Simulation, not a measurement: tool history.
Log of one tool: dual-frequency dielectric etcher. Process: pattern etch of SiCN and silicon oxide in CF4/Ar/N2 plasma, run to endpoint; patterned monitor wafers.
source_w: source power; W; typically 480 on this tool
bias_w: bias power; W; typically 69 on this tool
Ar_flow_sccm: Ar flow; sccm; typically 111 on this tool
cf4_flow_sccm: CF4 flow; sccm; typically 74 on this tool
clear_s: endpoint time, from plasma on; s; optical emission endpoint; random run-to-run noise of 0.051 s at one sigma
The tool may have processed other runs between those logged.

run,hour,source_w,bias_w,Ar_flow_sccm,cf4_flow_sccm,wafers since the last listed run,hours since the last wet clean,hours since the last source power generator calibration,hours since the last bias power generator calibration,hours since the last Ar flow controller change,hours since the last CF4 flow controller change,hours since the last upper electrode change,"incoming incoming film thickness, nm",clear_s
1,0,480,69,111,74,0,197,3837.8,3841.7,1272.6,66.8,2888.7,11.36,11.5
2,45.7,480,64,111,74,664,242.7,3883.5,3887.4,1318.3,112.5,2934.4,11.46,11.8
3,119.1,480,69,111,74,1067,316.1,3956.9,3960.8,1391.7,185.9,3007.8,11.41,11.3
4,188.3,480,69,111,74,1006,385.3,4026.1,4030,1460.9,255.1,3077,11.47,11.4
# hour 239.1: upper electrode replaced
5,293.8,480,69,111,74,1185,490.8,4131.6,4135.5,1566.4,360.6,54.7,11.37,11.1
# hour 359.1: wet clean of the chamber
6,359.6,480,84,123,74,607,0.5,4197.4,4201.3,1632.2,426.4,120.5,11.41,11.1
7,381.5,480,69,111,74,318,22.4,4219.3,4223.2,1654.1,448.3,142.4,11.39,11.7
8,440.9,420,54,92,87,863,81.8,4278.7,4282.6,1713.5,507.7,201.8,11.41,13.2
9,504,590,69,111,74,917,144.9,4341.8,4345.7,1776.6,570.8,264.9,11.35,9.8
10,596.8,480,69,111,74,1349,237.7,4434.6,4438.5,1869.4,663.6,357.7,11.32,11.3
11,654.1,540,62,111,74,833,295,4491.9,4495.8,1926.7,720.9,415,11.45,10.8
12,703.1,570,81,128,91,712,344,4540.9,4544.8,1975.7,769.9,464,11.45,9.3
13,773,480,73,111,74,1016,413.9,4610.8,4614.7,2045.6,839.8,533.9,11.48,11.1
# hour 844.1: wet clean of the chamber
14,844.6,480,69,111,74,692,0.5,4682.4,4686.3,2117.2,911.4,605.5,11.35,11.5
# hour 858.2: bias power generator calibrated
15,878.4,540,74,122,74,433,34.3,4716.2,20.2,2151,945.2,639.3,11.29,10.3
# hour 925.9: Ar flow controller replaced
16,959.7,480,69,127,56,1095,115.6,4797.5,101.5,33.8,1026.5,720.6,11.39,12
# hour 994: source power generator calibrated
17,1005.5,480,81,111,82,607,161.4,11.5,147.3,79.6,1072.3,766.4,11.3,11
18,1249.3,480,69,111,74,3545,405.2,255.3,391.1,323.4,1316.1,1010.2,11.57,11.8
19,1328.3,480,69,111,74,1149,484.2,334.3,470.1,402.4,1395.1,1089.2,11.35,11.6
20,1371.5,480,69,111,74,628,527.4,377.5,513.3,445.6,1438.3,1132.4,11.52,11.6
# hour 1412.7: wet clean of the chamber
21,1433.3,590,69,111,57,549,20.6,439.3,575.1,507.4,1500.1,1194.2,11.36,10.4
22,1479.1,480,85,111,79,666,66.4,485.1,620.9,553.2,1545.9,1240,11.42,11
23,1518.3,480,69,111,68,570,105.6,524.3,660.1,592.4,1585.1,1279.2,11.49,12
24,1557.5,480,78,111,74,570,144.8,563.5,699.3,631.6,1624.3,1318.4,11.34,11.3

What if the next run were any one of these 4? Each begins from the tool's condition after run 24:
A,1557.9,480,69,111,74,5,145.2,563.9,699.7,632,1624.7,1318.8,11.51,?
B,1557.9,380,69,111,74,5,145.2,563.9,699.7,632,1624.7,1318.8,11.51,?
C,1557.9,520,69,111,74,5,145.2,563.9,699.7,632,1624.7,1318.8,11.51,?
D,1557.9,440,69,111,74,5,145.2,563.9,699.7,632,1624.7,1318.8,11.51,?

run,clear_s
A,11.9
B,14.3
C,11.2
D,12.8
Without the tool's unlogged condition, the same runs would have read:
run,clear_s
A,12.1
B,14.5
C,11.4
D,13

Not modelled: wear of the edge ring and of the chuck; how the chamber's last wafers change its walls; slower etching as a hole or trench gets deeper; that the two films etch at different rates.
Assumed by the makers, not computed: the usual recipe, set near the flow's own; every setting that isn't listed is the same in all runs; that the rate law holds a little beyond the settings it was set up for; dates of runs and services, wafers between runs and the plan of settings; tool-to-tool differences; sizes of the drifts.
